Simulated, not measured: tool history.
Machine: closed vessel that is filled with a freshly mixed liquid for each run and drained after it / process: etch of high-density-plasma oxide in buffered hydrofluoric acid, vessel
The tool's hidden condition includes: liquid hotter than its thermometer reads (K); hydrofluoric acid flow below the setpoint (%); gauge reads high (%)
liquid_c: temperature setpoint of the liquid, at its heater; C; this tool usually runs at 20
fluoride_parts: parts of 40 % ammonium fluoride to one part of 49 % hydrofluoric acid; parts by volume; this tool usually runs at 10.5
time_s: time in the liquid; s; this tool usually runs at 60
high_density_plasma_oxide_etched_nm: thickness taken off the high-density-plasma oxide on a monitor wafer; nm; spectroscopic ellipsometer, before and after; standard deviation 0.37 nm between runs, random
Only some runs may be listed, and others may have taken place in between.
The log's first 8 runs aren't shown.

| run | hour | liquid_c | fluoride_parts | time_s | wafers since the last listed run | hours since the thermometer was replaced | hours since the hydrofluoric acid flow meter was replaced | hours since the gauge calibration | read-back film thickness of the high-density-plasma oxide reference wafer, read on the same gauge (nm) | high_density_plasma_oxide_etched_nm |
|---|---|---|---|---|---|---|---|---|---|---|
| 9 | 224.6 | 20 | 10.5 | 60 | 1471 | 42.4 | 1785.5 | 98.5 | 60.03 | 55.92 |
| 10 | 239 | 24.5 | 12.5 | 70 | 1581 | 56.8 | 1799.9 | 112.9 | 60 | 70.17 |
| 11 | 260.4 | 17 | 8.5 | 35 | 2350 | 78.2 | 1821.3 | 134.3 | 59.97 | 32.44 |
| 12 | 283.1 | 20 | 10.5 | 60 | 2493 | 100.9 | 1844 | 157 | 59.97 | 56.14 |
| 13 | 315.9 | 17 | 7 | 70 | 3602 | 133.7 | 1876.8 | 189.8 | 59.99 | 80.46 |
| 14 | 339.1 | 17.5 | 10.5 | 60 | 2548 | 156.9 | 1900 | 213 | 59.98 | 48.19 |
| 15 | 372.3 | 17 | 10.5 | 60 | 3646 | 190.1 | 1933.2 | 246.2 | 59.98 | 47.14 |
| 16 | 389.5 | 18 | 8.5 | 90 | 1889 | 207.3 | 1950.4 | 263.4 | 60.01 | 88.75 |
| 17 | 411.9 | 20 | 10.5 | 60 | 2460 | 229.7 | 1972.8 | 285.8 | 59.98 | 55.81 |
| 18 | 445 | 20 | 8.5 | 45 | 3635 | 262.8 | 2005.9 | 318.9 | 59.98 | 50.29 |
|  | 461.9 | hydrofluoric acid flow meter replaced |
| 19 | 480.4 | 18.5 | 14.5 | 45 | 3778 | 298.2 | 18.5 | 354.3 | 59.95 | 28.24 |
| 20 | 492.5 | 20 | 7 | 60 | 1329 | 310.3 | 30.6 | 366.4 | 60.03 | 83 |
| 21 | 527 | 20 | 13.5 | 60 | 3789 | 344.8 | 65.1 | 400.9 | 60.02 | 43.57 |
| 22 | 552.5 | 20 | 10.5 | 45 | 2801 | 370.3 | 90.6 | 426.4 | 59.93 | 41.96 |
| 23 | 565 | 18 | 8.5 | 85 | 1373 | 382.8 | 103.1 | 438.9 | 59.99 | 84.9 |
| 24 | 589.8 | 18 | 12 | 70 | 2724 | 407.6 | 127.9 | 463.7 | 59.96 | 52.3 |
| 25 | 624.6 | 20 | 12.5 | 60 | 3822 | 442.4 | 162.7 | 498.5 | 60.01 | 48.13 |
| 26 | 638.1 | 20 | 10.5 | 60 | 1482 | 455.9 | 176.2 | 512 | 60.02 | 56.38 |
| 27 | 667.5 | 20 | 10.5 | 60 | 3229 | 485.3 | 205.6 | 541.4 | 60.02 | 56.68 |
| 28 | 694.5 | 23.5 | 9 | 30 | 2965 | 512.3 | 232.6 | 568.4 | 60.02 | 38.16 |
| 29 | 727.2 | 22.5 | 9 | 45 | 3591 | 545 | 265.3 | 601.1 | 59.97 | 54.17 |
| 30 | 830.9 | 20 | 7 | 35 | 11391 | 648.7 | 369 | 704.8 | 60.02 | 49.37 |

Predict each of these 5 candidate next runs independently; none follows another, all start after run 30:
| A | 831.6 | 20 | 10.5 | 60 | 76 | 649.4 | 369.7 | 705.5 | ? | ? |
| B | 831.6 | 22 | 7.5 | 30 | 76 | 649.4 | 369.7 | 705.5 | ? | ? |
| C | 831.6 | 17 | 8.5 | 40 | 76 | 649.4 | 369.7 | 705.5 | ? | ? |
| D | 831.6 | 20 | 13.5 | 80 | 76 | 649.4 | 369.7 | 705.5 | ? | ? |
| E | 831.6 | 20 | 8.5 | 40 | 76 | 649.4 | 369.7 | 705.5 | ? | ? |

| run | read-back film thickness of the high-density-plasma oxide reference wafer, read on the same gauge (nm) | high_density_plasma_oxide_etched_nm |
|---|---|---|
| A | 60.02 | 56.78 |
| B | 60.02 | 43.3 |
| C | 60.02 | 38.12 |
| D | 60.02 | 59.21 |
| E | 60.02 | 45.13 |
The same runs, with their run-to-run variation unchanged, on a tool lacking any hidden condition would have given:
| run | high_density_plasma_oxide_etched_nm |
|---|---|
| A | 54.93 |
| B | 41.91 |
| C | 36.86 |
| D | 57.28 |
| E | 43.67 |
